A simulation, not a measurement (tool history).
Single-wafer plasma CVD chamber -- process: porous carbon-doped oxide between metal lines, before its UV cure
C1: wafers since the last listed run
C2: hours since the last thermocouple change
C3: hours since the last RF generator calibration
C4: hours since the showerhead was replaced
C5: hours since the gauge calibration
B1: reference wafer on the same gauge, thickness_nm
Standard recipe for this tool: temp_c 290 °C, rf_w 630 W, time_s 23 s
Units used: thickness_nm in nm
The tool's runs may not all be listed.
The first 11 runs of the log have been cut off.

Run 12, hour 131: usual settings but temp_c 301 °C, rf_w 525 W, time_s 20.3 s; C1 295; C2 1590.5; C3 108.1; C4 14.6; C5 113.8; B1 162.02. Result: thickness_nm 110.57 nm.
Run 13, hour 140.4: usual settings; C1 233; C2 1599.9; C3 117.5; C4 24; C5 123.2; B1 161.979. Result: thickness_nm 162.498 nm.
Run 14, hour 152.3: usual settings; C1 295; C2 1611.8; C3 129.4; C4 35.9; C5 135.1; B1 161.922. Result: thickness_nm 161.273 nm.
Run 15, hour 168.2: usual settings but rf_w 725 W; C1 395; C2 1627.7; C3 145.3; C4 51.8; C5 151; B1 162.002. Result: thickness_nm 184.146 nm.
Run 16, hour 185.1: usual settings; C1 420; C2 1644.6; C3 162.2; C4 68.7; C5 167.9; B1 162.076. Result: thickness_nm 162.809 nm.
At hour 199.7: thermocouple changed; heater temperature recalibrated.
Run 17, hour 200.2: usual settings; C1 176; C2 0.5; C3 177.3; C4 83.8; C5 183; B1 162.047. Result: thickness_nm 162.059 nm.
Run 18, hour 211.2: usual settings but temp_c 276 °C, rf_w 730 W, time_s 20.4 s; C1 273; C2 11.5; C3 188.3; C4 94.8; C5 194; B1 162.055. Result: thickness_nm 182.908 nm.
Run 19, hour 223.8: usual settings but temp_c 296 °C, rf_w 585 W; C1 313; C2 24.1; C3 200.9; C4 107.4; C5 206.6; B1 162.038. Result: thickness_nm 144.688 nm.
Run 20, hour 239.9: usual settings but temp_c 279 °C, rf_w 695 W, time_s 19.9 s; C1 400; C2 40.2; C3 217; C4 123.5; C5 222.7; B1 161.959. Result: thickness_nm 167.469 nm.
Run 21, hour 254.5: usual settings but rf_w 555 W; C1 362; C2 54.8; C3 231.6; C4 138.1; C5 237.3; B1 161.863. Result: thickness_nm 142.924 nm.
Run 22, hour 269.9: usual settings but temp_c 283 °C, rf_w 530 W, time_s 25.2 s; C1 382; C2 70.2; C3 247; C4 153.5; C5 252.7; B1 161.85. Result: thickness_nm 155.782 nm.
Run 23, hour 281: usual settings but rf_w 730 W, time_s 26.3 s; C1 275; C2 81.3; C3 258.1; C4 164.6; C5 263.8; B1 161.962. Result: thickness_nm 212.23 nm.
Run 24, hour 291.2: usual settings but temp_c 304 °C; C1 253; C2 91.5; C3 268.3; C4 174.8; C5 274; B1 162.031. Result: thickness_nm 147.674 nm.
Run 25, hour 325.6: usual settings but rf_w 510 W; C1 855; C2 125.9; C3 302.7; C4 209.2; C5 308.4; B1 162.014. Result: thickness_nm 130.5 nm.
Run 26, hour 340.7: usual settings but time_s 19.6 s; C1 375; C2 141; C3 317.8; C4 224.3; C5 323.5; B1 161.966. Result: thickness_nm 139.281 nm.
Run 27, hour 350.7: usual settings but temp_c 296 °C, time_s 27 s; C1 248; C2 151; C3 327.8; C4 234.3; C5 333.5; B1 162.079. Result: thickness_nm 182.189 nm.
Run 28, hour 361.9: usual settings but rf_w 560 W; C1 278; C2 162.2; C3 339; C4 245.5; C5 344.7; B1 161.988. Result: thickness_nm 144.128 nm.
Run 29, hour 377.9: usual settings but rf_w 590 W; C1 397; C2 178.2; C3 355; C4 261.5; C5 360.7; B1 161.94. Result: thickness_nm 152.05 nm.
Run 30, hour 395.3: usual settings but time_s 20.6 s; C1 432; C2 195.6; C3 372.4; C4 278.9; C5 378.1; B1 161.985. Result: thickness_nm 145.797 nm.
Run 31, hour 406.1: usual settings but temp_c 285 °C, rf_w 675 W; C1 268; C2 206.4; C3 383.2; C4 289.7; C5 388.9; B1 162.02. Result: thickness_nm 178.925 nm.
Run 32, hour 418.3: usual settings but rf_w 725 W; C1 303; C2 218.6; C3 395.4; C4 301.9; C5 401.1; B1 161.911. Result: thickness_nm 184.8 nm.
Run 33, hour 436: usual settings but time_s 20.6 s; C1 439; C2 236.3; C3 413.1; C4 319.6; C5 418.8; B1 162.008. Result: thickness_nm 146.254 nm.
Run 34, hour 446.7: usual settings but temp_c 301 °C, time_s 19.5 s; C1 265; C2 247; C3 423.8; C4 330.3; C5 429.5; B1 161.928. Result: thickness_nm 128.602 nm.
Run 35, hour 458.3: usual settings but temp_c 286 °C, rf_w 755 W; C1 288; C2 258.6; C3 435.4; C4 341.9; C5 441.1; B1 162.088. Result: thickness_nm 196.09 nm.

Alternative continuations, all from the tool just after run 35; predict every row:
Run A, hour 458.7: usual settings but rf_w 565 W; C1 9; C2 259; C3 435.8; C4 342.3; C5 441.5; B1 ?. Result: thickness_nm ?.
Run B, hour 458.7: usual settings but rf_w 535 W; C1 9; C2 259; C3 435.8; C4 342.3; C5 441.5; B1 ?. Result: thickness_nm ?.
Run C, hour 458.7: usual settings but temp_c 284 °C, rf_w 680 W, time_s 24.2 s; C1 9; C2 259; C3 435.8; C4 342.3; C5 441.5; B1 ?. Result: thickness_nm ?.

run       B1  thickness_nm
  A  161.955       144.827
  B  161.955       136.613
  C  161.955       190.178
What these runs would have given with no unlogged condition in the tool:
run  thickness_nm
  A       144.827
  B       136.613
  C       190.178
